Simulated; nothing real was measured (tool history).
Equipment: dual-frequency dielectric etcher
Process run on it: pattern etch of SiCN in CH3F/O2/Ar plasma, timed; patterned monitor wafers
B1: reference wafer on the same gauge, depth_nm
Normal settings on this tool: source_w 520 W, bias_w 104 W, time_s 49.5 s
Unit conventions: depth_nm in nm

run 1 hour=0 | source_w=520 bias_w=104 time_s=49.5 | B1=22.72 | depth_nm=26.8
run 2 hour=68.2 | source_w=520 bias_w=104 time_s=49.5 | B1=22.71 | depth_nm=26.87
run 3 hour=126.3 | source_w=520 bias_w=104 time_s=57.5 | B1=22.7 | depth_nm=31.1
run 4 hour=170.4 | source_w=520 bias_w=104 time_s=57.5 | B1=22.71 | depth_nm=31.13
run 5 hour=195 | source_w=520 bias_w=104 time_s=57.5 | B1=22.72 | depth_nm=31.2
-- hour=249.5 source power generator calibrated
run 6 hour=257.5 | source_w=520 bias_w=92 time_s=49.5 | B1=22.7 | depth_nm=25.56
-- hour=292.8 wet clean of the chamber
run 7 hour=293.3 | source_w=520 bias_w=92 time_s=49.5 | B1=22.72 | depth_nm=25.55
run 8 hour=350 | source_w=520 bias_w=92 time_s=49.5 | B1=22.71 | depth_nm=25.58
run 9 hour=419.2 | source_w=520 bias_w=104 time_s=49.5 | B1=22.69 | depth_nm=26.61
run 10 hour=453.3 | source_w=520 bias_w=104 time_s=49.5 | B1=22.69 | depth_nm=26.58
-- hour=582.9 upper electrode replaced
run 11 hour=607.3 | source_w=520 bias_w=104 time_s=49.5 | B1=22.71 | depth_nm=26.58
-- hour=670 bias power generator calibrated
-- hour=685.4 wet clean of the chamber
run 12 hour=685.9 | source_w=520 bias_w=80 time_s=42 | B1=22.71 | depth_nm=20.95
-- hour=688.1 gauge calibrated
run 13 hour=713.8 | source_w=440 bias_w=115 time_s=49.5 | B1=22.68 | depth_nm=26.13
run 14 hour=766.5 | source_w=520 bias_w=104 time_s=49.5 | B1=22.66 | depth_nm=26.63
run 15 hour=834.6 | source_w=520 bias_w=111 time_s=49.5 | B1=22.69 | depth_nm=27.14
run 16 hour=863.7 | source_w=520 bias_w=104 time_s=49.5 | B1=22.7 | depth_nm=26.65
run 17 hour=923.9 | source_w=520 bias_w=104 time_s=59 | B1=22.72 | depth_nm=31.77
run 18 hour=965.8 | source_w=610 bias_w=87 time_s=39.5 | B1=22.69 | depth_nm=21.28
run 19 hour=993.1 | source_w=620 bias_w=126 time_s=62.5 | B1=22.68 | depth_nm=37.55
run 20 hour=1049.3 | source_w=520 bias_w=118 time_s=43 | B1=22.72 | depth_nm=23.97
-- hour=1109.7 wet clean of the chamber
run 21 hour=1115.6 | source_w=520 bias_w=104 time_s=49.5 | B1=22.67 | depth_nm=26.73
run 22 hour=1171.9 | source_w=620 bias_w=121 time_s=64 | B1=22.69 | depth_nm=38.13
run 23 hour=1223.2 | source_w=520 bias_w=104 time_s=57.5 | B1=22.73 | depth_nm=31.04
run 24 hour=1291.9 | source_w=390 bias_w=104 time_s=53.5 | B1=22.7 | depth_nm=26.56
run 25 hour=1323.6 | source_w=570 bias_w=104 time_s=44.5 | B1=22.68 | depth_nm=24.74
run 26 hour=1355.7 | source_w=460 bias_w=104 time_s=56 | B1=22.71 | depth_nm=29.11
run 27 hour=1424.5 | source_w=520 bias_w=104 time_s=49.5 | B1=22.67 | depth_nm=26.83
-- hour=1453 wet clean of the chamber
run 28 hour=1469.1 | source_w=570 bias_w=123 time_s=49.5 | B1=22.7 | depth_nm=28.98
run 29 hour=1529.5 | source_w=640 bias_w=91 time_s=49.5 | B1=22.73 | depth_nm=27.6

Branching from run 29: 5 alternative next runs. What would each branch give?
run A hour=1529.9 | source_w=520 bias_w=104 time_s=49.5 | B1=? | depth_nm=?
run B hour=1529.9 | source_w=590 bias_w=104 time_s=40 | B1=? | depth_nm=?
run C hour=1529.9 | source_w=520 bias_w=89 time_s=39 | B1=? | depth_nm=?
run D hour=1529.9 | source_w=520 bias_w=120 time_s=55.5 | B1=? | depth_nm=?
run E hour=1529.9 | source_w=640 bias_w=104 time_s=49.5 | B1=? | depth_nm=?

run=A B1=22.69 depth_nm=26.79
run=B B1=22.69 depth_nm=22.49
run=C B1=22.69 depth_nm=20.19
run=D B1=22.69 depth_nm=31.35
run=E B1=22.69 depth_nm=28.55
Stripped of hidden state, with their random variation kept, the same runs would have yielded:
run=A depth_nm=26.42
run=B depth_nm=22.18
run=C depth_nm=19.91
run=D depth_nm=30.92
run=E depth_nm=28.15
